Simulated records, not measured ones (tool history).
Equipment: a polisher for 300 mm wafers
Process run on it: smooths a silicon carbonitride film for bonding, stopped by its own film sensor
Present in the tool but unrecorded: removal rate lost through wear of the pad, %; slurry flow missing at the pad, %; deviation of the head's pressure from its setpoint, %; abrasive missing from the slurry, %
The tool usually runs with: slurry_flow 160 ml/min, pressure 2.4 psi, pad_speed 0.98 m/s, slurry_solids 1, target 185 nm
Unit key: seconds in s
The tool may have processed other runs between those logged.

| run | day | slurry_flow | pressure | pad_speed | slurry_solids | target | wafers since the last listed run | wafers polished on this pad | hours since the slurry nozzle was cleaned | hours since the head pressure was calibrated | hours since the slurry blender was calibrated | incoming thickness of the incoming film, nm | seconds |
|---|---|---|---|---|---|---|---|---|---|---|---|---|---|
| 1 | 0 | 160 | 2.4 | 0.98 | 1 | 196 | 0 | 1097 | 0.1 | 724 | 134.8 | 230.1 | 165.7 |
|  | 1.075 | head pressure recalibrated |
| 2 | 2.338 | 160 | 2.4 | 0.98 | 1 | 175 | 454 | 1551 | 56.2 | 30.3 | 190.9 | 229.4 | 268.6 |
| 3 | 4.279 | 160 | 2.4 | 0.98 | 1 | 185 | 391 | 1943 | 102.8 | 76.9 | 237.5 | 230.2 | 223.4 |
|  | 5.908 | slurry blender recalibrated |
| 4 | 6.054 | 160 | 2.4 | 0.98 | 1 | 185 | 340 | 2283 | 145.4 | 119.5 | 3.5 | 234.7 | 251.2 |
|  | 7.742 | worn pad replaced by a new one |
| 5 | 8.912 | 160 | 2.4 | 0.98 | 1 | 185 | 542 | 235 | 214 | 188.1 | 72.1 | 227.6 | 207.5 |
| 6 | 11.462 | 160 | 2.4 | 0.98 | 1 | 185 | 513 | 749 | 275.2 | 249.3 | 133.3 | 228.6 | 217.5 |
| 7 | 14.008 | 195 | 2.4 | 0.98 | 0.8 | 185 | 512 | 1261 | 336.3 | 310.4 | 194.4 | 227 | 234.2 |
|  | 16.833 | slurry blender recalibrated |
| 8 | 17.746 | 160 | 2.4 | 0.98 | 1 | 185 | 736 | 1998 | 426 | 400.1 | 21.9 | 230.7 | 247.8 |
|  | 20.062 | slurry nozzle cleaned |
|  | 20.967 | worn pad replaced by a new one |
| 9 | 20.988 | 160 | 2.4 | 0.98 | 1 | 185 | 610 | 4 | 22.2 | 477.9 | 99.7 | 231.9 | 223.1 |
| 10 | 24.321 | 160 | 2.4 | 0.98 | 0.9 | 185 | 671 | 675 | 102.2 | 557.9 | 179.7 | 228.7 | 224.4 |
| 11 | 28.462 | 160 | 2.4 | 0.98 | 0.9 | 185 | 834 | 1509 | 201.6 | 657.3 | 279.1 | 232.3 | 249.6 |
|  | 29.179 | head pressure recalibrated |
|  | 29.633 | slurry blender recalibrated |
|  | 32.75 | worn pad replaced by a new one |
| 12 | 32.867 | 160 | 1.8 | 0.98 | 1.15 | 185 | 819 | 23 | 307.3 | 88.5 | 77.6 | 233.3 | 291.5 |
| 13 | 35.404 | 200 | 2.8 | 0.98 | 0.85 | 179 | 511 | 534 | 368.2 | 149.4 | 138.5 | 233.7 | 249 |
| 14 | 37.388 | 140 | 2.4 | 0.98 | 0.7 | 185 | 399 | 933 | 415.8 | 197 | 186.1 | 229.2 | 291.3 |
| 15 | 39.429 | 135 | 2.4 | 0.84 | 1 | 185 | 411 | 1345 | 464.8 | 246 | 235.1 | 233.1 | 310.4 |
| 16 | 41.071 | 160 | 2 | 0.98 | 1 | 185 | 330 | 1675 | 504.2 | 285.4 | 274.5 | 230.4 | 298.6 |
|  | 42.579 | slurry nozzle cleaned |
| 17 | 43.375 | 160 | 2.4 | 1.22 | 1 | 176 | 455 | 2131 | 19.1 | 340.7 | 329.8 | 224.7 | 201.1 |
|  | 43.988 | slurry blender recalibrated |
|  | 44.204 | worn pad replaced by a new one |
| 18 | 46.288 | 140 | 1.7 | 0.98 | 1 | 185 | 536 | 419 | 89 | 410.6 | 55.2 | 227.6 | 291.2 |
| 19 | 48.217 | 160 | 2.4 | 0.98 | 1 | 185 | 388 | 808 | 135.3 | 456.9 | 101.5 | 232.4 | 234.9 |
| 20 | 51.55 | 160 | 2.4 | 0.98 | 1 | 185 | 671 | 1479 | 215.3 | 536.9 | 181.5 | 230.4 | 228.7 |
| 21 | 55.792 | 160 | 2.4 | 0.98 | 1 | 185 | 854 | 2334 | 317.1 | 638.7 | 283.3 | 231.9 | 238 |
|  | 56.654 | worn pad replaced by a new one |
|  | 57.7 | slurry blender recalibrated |
| 22 | 58.488 | 210 | 2.4 | 0.88 | 1.15 | 196 | 492 | 352 | 381.8 | 703.4 | 18.9 | 230.8 | 168.5 |
| 23 | 60.842 | 160 | 2.4 | 0.98 | 0.75 | 185 | 474 | 826 | 438.3 | 759.9 | 75.4 | 231.8 | 279.4 |
|  | 62.15 | head pressure recalibrated |
|  | 62.588 | slurry nozzle cleaned |
| 24 | 63.408 | 140 | 1.7 | 0.98 | 1 | 185 | 491 | 1318 | 19.7 | 30.2 | 137 | 228 | 295.7 |

Branching from run 24: 3 alternative next runs. What would each branch give?
| A | 63.429 | 160 | 2.4 | 0.98 | 1 | 176 | 4 | 1322 | 20.2 | 30.7 | 137.5 | 230.7 | ? |
| B | 63.429 | 160 | 2.4 | 1.14 | 0.7 | 185 | 4 | 1322 | 20.2 | 30.7 | 137.5 | 230.7 | ? |
| C | 63.429 | 120 | 2.4 | 0.66 | 1 | 185 | 4 | 1322 | 20.2 | 30.7 | 137.5 | 230.7 | ? |

| run | seconds |
|---|---|
| A | 267.2 |
| B | 240.6 |
| C | 321.8 |
Take away the tool's hidden state, keep each run's random variation, and the runs would have read:
| run | seconds |
|---|---|
| A | 254.7 |
| B | 229.4 |
| C | 306.6 |
